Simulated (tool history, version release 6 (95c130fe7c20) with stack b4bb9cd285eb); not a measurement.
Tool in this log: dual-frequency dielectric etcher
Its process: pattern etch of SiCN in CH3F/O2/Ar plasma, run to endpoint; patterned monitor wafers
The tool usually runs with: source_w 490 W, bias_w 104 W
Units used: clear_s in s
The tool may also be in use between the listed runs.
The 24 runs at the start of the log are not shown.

run	hour	source_w	bias_w	incoming incoming film thickness, nm	clear_s
# hour 2178.1: upper electrode replaced
25	2178.6	580	94	12.26	29.1
26	2220.5	550	85	12.29	31.2
27	2320	490	104	12.32	29.3
28	2425.5	490	104	12.42	29.6
29	2532.9	450	111	12.25	29
30	2623.5	600	79	12.31	31.6
31	2668.2	560	104	12.24	28
32	2720.8	390	92	12.25	33.3
33	2791.8	400	126	12.29	28.1
# hour 2849.5: wet clean of the chamber
34	2875.4	430	122	12.29	28
35	2948.2	600	111	12.18	26.5

Consider 4 possible next runs. They are alternatives, not a sequence: every one starts from the tool as it was left by run 35. What does each give?
A	2948.6	490	104	12.38	?
B	2948.6	530	82	12.38	?
C	2948.6	490	117	12.38	?
D	2948.6	410	96	12.38	?

run	clear_s
A	29.4
B	32.3
C	27.7
D	32.2
Without the tool's hidden state the same runs would have given:
run	clear_s
A	29.3
B	32.2
C	27.6
D	32.1

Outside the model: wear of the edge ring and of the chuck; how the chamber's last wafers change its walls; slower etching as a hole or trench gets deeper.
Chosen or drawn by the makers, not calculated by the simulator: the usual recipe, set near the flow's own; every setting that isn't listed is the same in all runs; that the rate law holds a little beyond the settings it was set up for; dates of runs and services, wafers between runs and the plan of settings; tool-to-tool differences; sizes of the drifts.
